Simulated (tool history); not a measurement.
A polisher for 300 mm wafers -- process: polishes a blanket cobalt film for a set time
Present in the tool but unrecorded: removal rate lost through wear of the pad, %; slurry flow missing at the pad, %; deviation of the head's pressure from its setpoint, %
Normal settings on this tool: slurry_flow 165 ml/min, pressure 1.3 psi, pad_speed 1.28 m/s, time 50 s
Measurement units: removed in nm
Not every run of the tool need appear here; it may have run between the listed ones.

run   hour  slurry_flow  pressure  pad_speed  time  wafers since the last listed run  wafers polished on this pad  hours since the slurry nozzle was cleaned  hours since the head pressure was calibrated  incoming thickness of the incoming film, nm  removed
  1    0.0          165       1.3       0.94    39                                 0                          611                                      501.6                                         735.3                                       1185.9    115.0
  2    7.3          165       1.3       0.94    39                                94                          705                                      508.9                                         742.6                                       1194.0    113.6
  3   21.8          165       1.3       1.28    50                               186                          892                                      523.4                                         757.1                                       1198.7    192.0
  4   38.5          165       1.3       1.28    50                               215                         1107                                      540.1                                         773.8                                       1177.3    186.3
      48.9  -- worn pad replaced by a new one
  5   49.4          165       1.3       1.28    50                                88                            6                                      551.0                                         784.7                                       1199.7    200.1
  6   61.7          165       1.3       1.18    50                               158                          165                                      563.3                                         797.0                                       1223.0    185.5
  7   74.5          165       1.3       1.18    50                               164                          330                                      576.1                                         809.8                                       1202.5    183.4
  8   86.2          165       1.3       1.28    50                               150                          480                                      587.8                                         821.5                                       1201.6    192.9
  9   98.6          165       1.3       1.28    50                               159                          640                                      600.2                                         833.9                                       1221.8    189.7
 10  110.5          165       1.3       1.28    50                               153                          794                                      612.1                                         845.8                                       1215.2    187.8
 11  123.2          165       1.3       1.28    50                               163                          957                                      624.8                                         858.5                                       1194.7    190.7
     137.5  -- worn pad replaced by a new one
 12  138.0          165       1.3       1.28    50                               139                            6                                      639.6                                         873.3                                       1188.4    195.8
 13  153.2          165       1.3       1.28    50                               195                          202                                      654.8                                         888.5                                       1198.3    191.5
 14  160.1          110       0.9       1.64    41                                88                          291                                      661.7                                         895.4                                       1192.2    131.4
 15  167.4          165       1.3       1.44    50                                94                          385                                      669.0                                         902.7                                       1204.7    212.2
     174.0  -- head pressure recalibrated
 16  175.1          145       1.3       1.28    50                                73                          459                                      676.7                                           1.1                                       1195.9    183.7
 17  192.3          165       1.3       1.56    43                               221                          680                                      693.9                                          18.3                                       1208.0    196.3
 18  209.7          115       1.3       0.98    50                               224                          904                                      711.3                                          35.7                                       1198.1    134.9
 19  221.1          165       0.9       1.28    65                               146                         1051                                      722.7                                          47.1                                       1179.3    166.7
     231.1  -- worn pad replaced by a new one
     231.8  -- slurry nozzle cleaned
 20  234.2          165       0.9       1.28    65                               107                           30                                        2.4                                          60.2                                       1184.5    192.2
 21  245.9          165       1.3       1.28    50                               150                          181                                       14.1                                          71.9                                       1183.9    208.5
 22  260.3          165       1.3       1.28    40                               185                          366                                       28.5                                          86.3                                       1209.2    164.1
 23  271.2          165       1.8       1.28    41                               140                          507                                       39.4                                          97.2                                       1217.5    227.7
 24  285.5          115       1.8       1.60    50                               184                          691                                       53.7                                         111.5                                       1209.3    321.5
 25  295.7          165       1.3       1.28    50                               131                          822                                       63.9                                         121.7                                       1212.8    197.9
 26  304.1          140       1.8       1.28    50                               108                          931                                       72.3                                         130.1                                       1193.2    264.7

Alternative continuations, all from the tool just after run 26; predict every row:
  A  304.5          165       1.3       1.28    50                                 5                          936                                       72.7                                         130.5                                       1221.7        ?
  B  304.5          165       1.3       1.28    36                                 5                          936                                       72.7                                         130.5                                       1221.7        ?
  C  304.5          165       1.0       1.28    50                                 5                          936                                       72.7                                         130.5                                       1221.7        ?
  D  304.5          125       1.0       1.12    50                                 5                          936                                       72.7                                         130.5                                       1221.7        ?
  E  304.5          165       1.0       1.52    50                                 5                          936                                       72.7                                         130.5                                       1221.7        ?

run  removed
  A    197.2
  B    142.0
  C    153.5
  D    130.6
  E    180.9
What these runs would have given with no unlogged condition in the tool:
run  removed
  A    211.6
  B    152.3
  C    164.7
  D    140.4
  E    194.2

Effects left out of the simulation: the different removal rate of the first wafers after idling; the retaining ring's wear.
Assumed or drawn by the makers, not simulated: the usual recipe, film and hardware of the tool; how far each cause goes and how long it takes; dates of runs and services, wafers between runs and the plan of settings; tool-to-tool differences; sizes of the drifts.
